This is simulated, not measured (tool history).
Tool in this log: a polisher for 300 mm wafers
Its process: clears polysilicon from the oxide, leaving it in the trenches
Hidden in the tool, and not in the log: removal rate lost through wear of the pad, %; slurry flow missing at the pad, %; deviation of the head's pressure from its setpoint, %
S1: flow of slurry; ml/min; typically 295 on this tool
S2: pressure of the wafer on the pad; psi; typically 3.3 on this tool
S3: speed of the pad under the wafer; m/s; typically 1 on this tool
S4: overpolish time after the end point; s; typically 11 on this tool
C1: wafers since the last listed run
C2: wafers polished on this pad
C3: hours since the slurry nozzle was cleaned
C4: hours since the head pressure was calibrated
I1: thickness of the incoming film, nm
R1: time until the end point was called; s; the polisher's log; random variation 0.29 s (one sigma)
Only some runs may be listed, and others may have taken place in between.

{"run": 1, "hour": 0.0, "S1": 295, "S2": 3.3, "S3": 1, "S4": 9, "C1": 0, "C2": 567, "C3": 788.5, "C4": 90.8, "I1": 328.3, "R1": 18.9}
{"hour": 18.8, "done": "slurry nozzle cleaned"}
{"run": 2, "hour": 41.9, "S1": 295, "S2": 3.3, "S3": 1, "S4": 11, "C1": 496, "C2": 1063, "C3": 23.1, "C4": 132.7, "I1": 323.5, "R1": 18.9}
{"run": 3, "hour": 97.9, "S1": 295, "S2": 3.3, "S3": 1, "S4": 11, "C1": 679, "C2": 1742, "C3": 79.1, "C4": 188.7, "I1": 328.5, "R1": 19.8}
{"run": 4, "hour": 143.5, "S1": 295, "S2": 3.3, "S3": 1, "S4": 11, "C1": 553, "C2": 2295, "C3": 124.7, "C4": 234.3, "I1": 329, "R1": 19.2}
{"run": 5, "hour": 197.9, "S1": 295, "S2": 3.3, "S3": 1, "S4": 11, "C1": 659, "C2": 2955, "C3": 179.1, "C4": 288.7, "I1": 327.6, "R1": 19.5}
{"run": 6, "hour": 247.0, "S1": 250, "S2": 4.1, "S3": 1, "S4": 11, "C1": 595, "C2": 3550, "C3": 228.2, "C4": 337.8, "I1": 330.3, "R1": 16.9}
{"hour": 299.3, "done": "worn pad replaced by a new one"}
{"run": 7, "hour": 310.3, "S1": 250, "S2": 4.1, "S3": 1, "S4": 11, "C1": 719, "C2": 133, "C3": 291.5, "C4": 401.1, "I1": 328.8, "R1": 16.6}
{"run": 8, "hour": 378.6, "S1": 295, "S2": 3.3, "S3": 1, "S4": 11, "C1": 828, "C2": 962, "C3": 359.8, "C4": 469.4, "I1": 331.9, "R1": 21.1}
{"run": 9, "hour": 430.2, "S1": 295, "S2": 3.3, "S3": 1, "S4": 11, "C1": 625, "C2": 1587, "C3": 411.4, "C4": 521, "I1": 328.7, "R1": 20.5}
{"hour": 481.4, "done": "head pressure recalibrated"}
{"run": 10, "hour": 482.1, "S1": 355, "S2": 3.3, "S3": 1, "S4": 11, "C1": 605, "C2": 2193, "C3": 463.3, "C4": 0.7, "I1": 328.9, "R1": 18.5}
{"run": 11, "hour": 548.9, "S1": 355, "S2": 3.3, "S3": 1, "S4": 11, "C1": 810, "C2": 3003, "C3": 530.1, "C4": 67.5, "I1": 336.2, "R1": 19.4}
{"hour": 571.0, "done": "worn pad replaced by a new one, of another model than before"}
{"run": 12, "hour": 575.0, "S1": 295, "S2": 3.3, "S3": 1, "S4": 11, "C1": 268, "C2": 49, "C3": 556.2, "C4": 93.6, "I1": 327, "R1": 19}
{"run": 13, "hour": 610.6, "S1": 295, "S2": 3.3, "S3": 1, "S4": 11, "C1": 431, "C2": 480, "C3": 591.8, "C4": 129.2, "I1": 333, "R1": 19.3}
{"run": 14, "hour": 660.3, "S1": 295, "S2": 3.3, "S3": 1, "S4": 11, "C1": 602, "C2": 1083, "C3": 641.5, "C4": 178.9, "I1": 329.5, "R1": 19.5}
{"hour": 673.9, "done": "slurry nozzle cleaned"}
{"run": 15, "hour": 716.1, "S1": 220, "S2": 4.1, "S3": 1, "S4": 18, "C1": 664, "C2": 1748, "C3": 42.2, "C4": 234.7, "I1": 334.7, "R1": 18}
{"run": 16, "hour": 776.9, "S1": 190, "S2": 3.7, "S3": 0.72, "S4": 15, "C1": 737, "C2": 2485, "C3": 103, "C4": 295.5, "I1": 332.4, "R1": 23.1}
{"run": 17, "hour": 812.4, "S1": 330, "S2": 2.2, "S3": 0.76, "S4": 6, "C1": 430, "C2": 2916, "C3": 138.5, "C4": 331, "I1": 328.1, "R1": 27}
{"run": 18, "hour": 882.6, "S1": 365, "S2": 3.8, "S3": 1, "S4": 11, "C1": 851, "C2": 3767, "C3": 208.7, "C4": 401.2, "I1": 329.4, "R1": 18.3}
{"hour": 919.4, "done": "worn pad replaced by a new one"}
{"run": 19, "hour": 936.9, "S1": 400, "S2": 3.3, "S3": 1, "S4": 8, "C1": 610, "C2": 211, "C3": 263, "C4": 455.5, "I1": 332.5, "R1": 19.8}
{"run": 20, "hour": 987.3, "S1": 295, "S2": 3.3, "S3": 1, "S4": 11, "C1": 611, "C2": 823, "C3": 313.4, "C4": 505.9, "I1": 324.7, "R1": 20}
{"run": 21, "hour": 1040.8, "S1": 295, "S2": 3.3, "S3": 1, "S4": 11, "C1": 648, "C2": 1472, "C3": 366.9, "C4": 559.4, "I1": 326.1, "R1": 19.9}
{"hour": 1074.4, "done": "head pressure recalibrated"}
{"run": 22, "hour": 1090.8, "S1": 295, "S2": 3.3, "S3": 1.1, "S4": 11, "C1": 582, "C2": 2054, "C3": 416.9, "C4": 16.4, "I1": 337.6, "R1": 18.4}
{"run": 23, "hour": 1134.1, "S1": 295, "S2": 3.3, "S3": 1, "S4": 11, "C1": 525, "C2": 2579, "C3": 460.2, "C4": 59.7, "I1": 334.7, "R1": 19.9}
{"run": 24, "hour": 1196.4, "S1": 295, "S2": 2.2, "S3": 1, "S4": 11, "C1": 755, "C2": 3335, "C3": 522.5, "C4": 122, "I1": 328.6, "R1": 23.8}
{"hour": 1202.7, "done": "worn pad replaced by a new one"}
{"run": 25, "hour": 1236.0, "S1": 240, "S2": 3.3, "S3": 0.68, "S4": 11, "C1": 431, "C2": 403, "C3": 562.1, "C4": 161.6, "I1": 333.1, "R1": 23.9}
{"run": 26, "hour": 1264.4, "S1": 245, "S2": 4, "S3": 0.8, "S4": 15, "C1": 344, "C2": 748, "C3": 590.5, "C4": 190, "I1": 329.1, "R1": 20.2}
{"hour": 1382.5, "done": "slurry nozzle cleaned"}
{"run": 27, "hour": 1438.8, "S1": 340, "S2": 4, "S3": 1, "S4": 11, "C1": 2103, "C2": 2851, "C3": 56.3, "C4": 364.4, "I1": 333.3, "R1": 18.4}
{"run": 28, "hour": 1479.4, "S1": 295, "S2": 3.3, "S3": 1, "S4": 11, "C1": 492, "C2": 3343, "C3": 96.9, "C4": 405, "I1": 330, "R1": 19.9}
{"hour": 1521.7, "done": "worn pad replaced by a new one"}
{"run": 29, "hour": 1525.3, "S1": 390, "S2": 4.1, "S3": 0.8, "S4": 11, "C1": 508, "C2": 43, "C3": 142.8, "C4": 450.9, "I1": 332.1, "R1": 19.7}

Alternative continuations, all from the tool just after run 29; predict every row:
{"run": "A", "hour": 1525.7, "S1": 295, "S2": 3.3, "S3": 1, "S4": 5, "C1": 4, "C2": 48, "C3": 143.2, "C4": 451.3, "I1": 327.4, "R1": "?"}
{"run": "B", "hour": 1525.7, "S1": 365, "S2": 3.3, "S3": 0.82, "S4": 11, "C1": 4, "C2": 48, "C3": 143.2, "C4": 451.3, "I1": 327.4, "R1": "?"}
{"run": "C", "hour": 1525.7, "S1": 365, "S2": 3.3, "S3": 1, "S4": 8, "C1": 4, "C2": 48, "C3": 143.2, "C4": 451.3, "I1": 327.4, "R1": "?"}
{"run": "D", "hour": 1525.7, "S1": 295, "S2": 2.9, "S3": 1.1, "S4": 11, "C1": 4, "C2": 48, "C3": 143.2, "C4": 451.3, "I1": 327.4, "R1": "?"}

run=A R1=20.7
run=B R1=22.7
run=C R1=20.5
run=D R1=21
Had the tool no hidden state, the same runs would have come out as:
run=A R1=19.7
run=B R1=21.6
run=C R1=19.5
run=D R1=20

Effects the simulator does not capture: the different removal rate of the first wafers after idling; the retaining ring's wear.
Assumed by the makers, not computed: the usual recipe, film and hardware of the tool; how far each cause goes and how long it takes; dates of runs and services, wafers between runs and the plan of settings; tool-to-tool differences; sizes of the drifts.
